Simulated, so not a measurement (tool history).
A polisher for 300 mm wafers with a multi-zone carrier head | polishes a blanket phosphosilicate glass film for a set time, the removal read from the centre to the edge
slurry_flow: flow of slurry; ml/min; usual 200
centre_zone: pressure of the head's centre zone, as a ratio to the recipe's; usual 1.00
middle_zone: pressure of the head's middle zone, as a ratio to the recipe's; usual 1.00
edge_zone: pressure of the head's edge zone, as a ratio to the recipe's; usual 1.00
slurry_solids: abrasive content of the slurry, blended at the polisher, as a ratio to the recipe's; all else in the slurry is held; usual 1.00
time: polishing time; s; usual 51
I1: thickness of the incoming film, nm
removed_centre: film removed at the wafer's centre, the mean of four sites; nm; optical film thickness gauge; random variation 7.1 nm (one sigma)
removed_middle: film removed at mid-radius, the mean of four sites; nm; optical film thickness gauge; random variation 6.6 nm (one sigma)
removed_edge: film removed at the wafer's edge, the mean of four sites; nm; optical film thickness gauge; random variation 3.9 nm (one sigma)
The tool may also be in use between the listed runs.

{"run": 1, "day": 0.0, "slurry_flow": 200, "centre_zone": 1.0, "middle_zone": 1.0, "edge_zone": 1.0, "slurry_solids": 1.0, "time": 51, "I1": 2099.5, "removed_centre": 548.1, "removed_middle": 546.9, "removed_edge": 558.5}
{"run": 2, "day": 2.062, "slurry_flow": 200, "centre_zone": 1.0, "middle_zone": 1.0, "edge_zone": 1.0, "slurry_solids": 1.0, "time": 51, "I1": 2085.9, "removed_centre": 526.5, "removed_middle": 534.4, "removed_edge": 562.5}
{"run": 3, "day": 4.142, "slurry_flow": 200, "centre_zone": 1.0, "middle_zone": 1.0, "edge_zone": 1.0, "slurry_solids": 1.0, "time": 51, "I1": 2130.0, "removed_centre": 535.0, "removed_middle": 537.7, "removed_edge": 551.3}
{"run": 4, "day": 6.612, "slurry_flow": 200, "centre_zone": 1.0, "middle_zone": 1.0, "edge_zone": 1.0, "slurry_solids": 1.0, "time": 51, "I1": 2058.5, "removed_centre": 515.3, "removed_middle": 516.3, "removed_edge": 536.2}
{"day": 6.988, "done": "worn pad replaced by a new one"}
{"run": 5, "day": 10.721, "slurry_flow": 215, "centre_zone": 1.0, "middle_zone": 1.0, "edge_zone": 1.0, "slurry_solids": 1.0, "time": 51, "I1": 2075.0, "removed_centre": 520.9, "removed_middle": 528.5, "removed_edge": 544.3}
{"day": 12.517, "done": "slurry nozzle cleaned"}
{"run": 6, "day": 14.912, "slurry_flow": 200, "centre_zone": 1.0, "middle_zone": 1.0, "edge_zone": 1.0, "slurry_solids": 0.75, "time": 51, "I1": 2101.0, "removed_centre": 449.3, "removed_middle": 456.2, "removed_edge": 446.1}
{"day": 15.854, "done": "worn pad replaced by a new one"}
{"day": 18.175, "done": "centre zone pressure recalibrated"}
{"run": 7, "day": 19.25, "slurry_flow": 200, "centre_zone": 1.0, "middle_zone": 1.0, "edge_zone": 1.0, "slurry_solids": 1.0, "time": 51, "I1": 2116.2, "removed_centre": 549.1, "removed_middle": 535.8, "removed_edge": 561.9}
{"run": 8, "day": 20.808, "slurry_flow": 200, "centre_zone": 1.0, "middle_zone": 1.0, "edge_zone": 1.0, "slurry_solids": 1.0, "time": 51, "I1": 2109.0, "removed_centre": 538.3, "removed_middle": 536.7, "removed_edge": 548.6}
{"run": 9, "day": 23.992, "slurry_flow": 200, "centre_zone": 1.0, "middle_zone": 1.0, "edge_zone": 1.0, "slurry_solids": 1.0, "time": 51, "I1": 2093.7, "removed_centre": 526.2, "removed_middle": 528.7, "removed_edge": 545.7}
{"day": 25.771, "done": "carrier head's membrane replaced by a new one"}
{"day": 26.054, "done": "worn pad replaced by a new one"}
{"run": 10, "day": 26.438, "slurry_flow": 200, "centre_zone": 1.0, "middle_zone": 1.07, "edge_zone": 0.97, "slurry_solids": 1.0, "time": 51, "I1": 2087.4, "removed_centre": 504.4, "removed_middle": 555.1, "removed_edge": 536.6}
{"run": 11, "day": 28.571, "slurry_flow": 200, "centre_zone": 1.0, "middle_zone": 0.89, "edge_zone": 1.0, "slurry_solids": 1.0, "time": 51, "I1": 2092.5, "removed_centre": 513.6, "removed_middle": 464.4, "removed_edge": 539.6}
{"run": 12, "day": 30.838, "slurry_flow": 225, "centre_zone": 1.0, "middle_zone": 0.89, "edge_zone": 1.0, "slurry_solids": 1.0, "time": 51, "I1": 2094.2, "removed_centre": 544.2, "removed_middle": 485.9, "removed_edge": 553.1}
{"day": 32.325, "done": "slurry nozzle cleaned"}
{"run": 13, "day": 32.6, "slurry_flow": 200, "centre_zone": 1.0, "middle_zone": 1.0, "edge_zone": 1.0, "slurry_solids": 0.75, "time": 51, "I1": 2067.5, "removed_centre": 446.5, "removed_middle": 453.4, "removed_edge": 457.5}
{"day": 33.083, "done": "edge zone pressure recalibrated"}
{"run": 14, "day": 35.079, "slurry_flow": 200, "centre_zone": 1.0, "middle_zone": 1.0, "edge_zone": 1.0, "slurry_solids": 1.0, "time": 51, "I1": 2076.5, "removed_centre": 565.5, "removed_middle": 553.6, "removed_edge": 573.9}
{"day": 37.004, "done": "worn pad replaced by a new one"}
{"run": 15, "day": 39.004, "slurry_flow": 135, "centre_zone": 1.0, "middle_zone": 0.97, "edge_zone": 1.0, "slurry_solids": 1.0, "time": 51, "I1": 2134.4, "removed_centre": 461.7, "removed_middle": 464.7, "removed_edge": 506.3}
{"run": 16, "day": 43.275, "slurry_flow": 225, "centre_zone": 1.0, "middle_zone": 0.92, "edge_zone": 1.0, "slurry_solids": 1.0, "time": 51, "I1": 2053.7, "removed_centre": 528.7, "removed_middle": 499.9, "removed_edge": 552.9}
{"run": 17, "day": 46.479, "slurry_flow": 200, "centre_zone": 1.08, "middle_zone": 1.0, "edge_zone": 1.0, "slurry_solids": 1.0, "time": 68, "I1": 2077.1, "removed_centre": 707.5, "removed_middle": 671.4, "removed_edge": 712.0}
{"day": 47.017, "done": "worn pad replaced by a new one"}
{"run": 18, "day": 50.467, "slurry_flow": 200, "centre_zone": 1.0, "middle_zone": 1.0, "edge_zone": 1.0, "slurry_solids": 1.0, "time": 51, "I1": 2044.6, "removed_centre": 487.9, "removed_middle": 506.6, "removed_edge": 524.7}

Forecast each of these 4 alternatives for the next run:
{"run": "A", "day": 50.483, "slurry_flow": 200, "centre_zone": 0.91, "middle_zone": 1.0, "edge_zone": 1.0, "slurry_solids": 1.0, "time": 51, "I1": 2054.7, "removed_centre": "?", "removed_middle": "?", "removed_edge": "?"}
{"run": "B", "day": 50.483, "slurry_flow": 265, "centre_zone": 1.0, "middle_zone": 1.0, "edge_zone": 1.0, "slurry_solids": 1.0, "time": 44, "I1": 2054.7, "removed_centre": "?", "removed_middle": "?", "removed_edge": "?"}
{"run": "C", "day": 50.483, "slurry_flow": 200, "centre_zone": 1.07, "middle_zone": 1.0, "edge_zone": 1.0, "slurry_solids": 1.0, "time": 51, "I1": 2054.7, "removed_centre": "?", "removed_middle": "?", "removed_edge": "?"}
{"run": "D", "day": 50.483, "slurry_flow": 200, "centre_zone": 1.0, "middle_zone": 1.0, "edge_zone": 1.0, "slurry_solids": 1.25, "time": 64, "I1": 2054.7, "removed_centre": "?", "removed_middle": "?", "removed_edge": "?"}

run=A removed_centre=453.9 removed_middle=502.7 removed_edge=529.2
run=B removed_centre=464.2 removed_middle=468.6 removed_edge=481.8
run=C removed_centre=521.4 removed_middle=502.3 removed_edge=529.2
run=D removed_centre=705.2 removed_middle=720.4 removed_edge=758.7
Without the tool's hidden state the same runs would have given:
run=A removed_centre=542.7 removed_middle=588.0 removed_edge=591.2
run=B removed_centre=529.4 removed_middle=526.8 removed_edge=524.9
run=C removed_centre=623.4 removed_middle=587.5 removed_edge=591.2
run=D removed_centre=843.1 removed_middle=842.6 removed_edge=847.6
